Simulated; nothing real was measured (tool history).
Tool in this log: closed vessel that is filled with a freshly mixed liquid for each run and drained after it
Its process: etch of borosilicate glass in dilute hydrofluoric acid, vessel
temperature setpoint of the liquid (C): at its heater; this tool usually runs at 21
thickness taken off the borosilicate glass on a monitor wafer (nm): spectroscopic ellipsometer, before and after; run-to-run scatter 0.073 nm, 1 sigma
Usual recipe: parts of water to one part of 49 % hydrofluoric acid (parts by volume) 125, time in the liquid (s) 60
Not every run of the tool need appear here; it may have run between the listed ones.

| run | hour | temperature setpoint of the liquid (C) | parts of water to one part of 49 % hydrofluoric acid (parts by volume) | time in the liquid (s) | read-back film thickness of the borosilicate glass reference wafer, read on the same gauge (nm) | thickness taken off the borosilicate glass on a monitor wafer (nm) |
|---|---|---|---|---|---|---|
| 1 | 0 | 21 | 125 | 60 | 59.97 | 11.3 |
| 2 | 50.9 | 21 | 125 | 60 | 60.01 | 11.07 |
| 3 | 80.5 | 21 | 125 | 60 | 60 | 11.06 |
| 4 | 96.6 | 21 | 125 | 60 | 60.01 | 11.16 |
| 5 | 123.5 | 21 | 125 | 60 | 60 | 11.08 |
| 6 | 157.4 | 21 | 125 | 60 | 60 | 10.94 |
| 7 | 193.3 | 23.5 | 125 | 60 | 60.01 | 12.13 |
|  | 196.6 | gauge calibrated |
| 8 | 210.1 | 19.5 | 125 | 60 | 60 | 10.32 |
| 9 | 223.4 | 19.5 | 125 | 60 | 60.01 | 10.41 |
| 10 | 253 | 17 | 125 | 30 | 59.99 | 4.68 |
| 11 | 275.1 | 21 | 125 | 60 | 59.98 | 10.91 |
|  | 293.2 | thermometer replaced |
|  | 293.9 | hydrofluoric acid flow meter replaced |
| 12 | 302 | 21 | 100 | 60 | 60 | 15.58 |
| 13 | 326.3 | 17 | 175 | 75 | 59.99 | 8.76 |
| 14 | 359.5 | 17.5 | 160 | 70 | 60.02 | 9.43 |
| 15 | 382.5 | 19.5 | 75 | 80 | 60 | 26.89 |
| 16 | 409.1 | 21 | 125 | 60 | 60.02 | 12.13 |

For run 17, what comes out?
| 17 | 428.2 | 19.5 | 75 | 80 | ? | ? |

{"run 17": {"read-back film thickness of the borosilicate glass reference wafer, read on the same gauge (nm)": 60, "thickness taken off the borosilicate glass on a monitor wafer (nm)": 26.65}}
Take away the tool's hidden state, keep the run-to-run variation as it was, and the same run would have given thickness taken off the borosilicate glass on a monitor wafer (nm) 27.29.
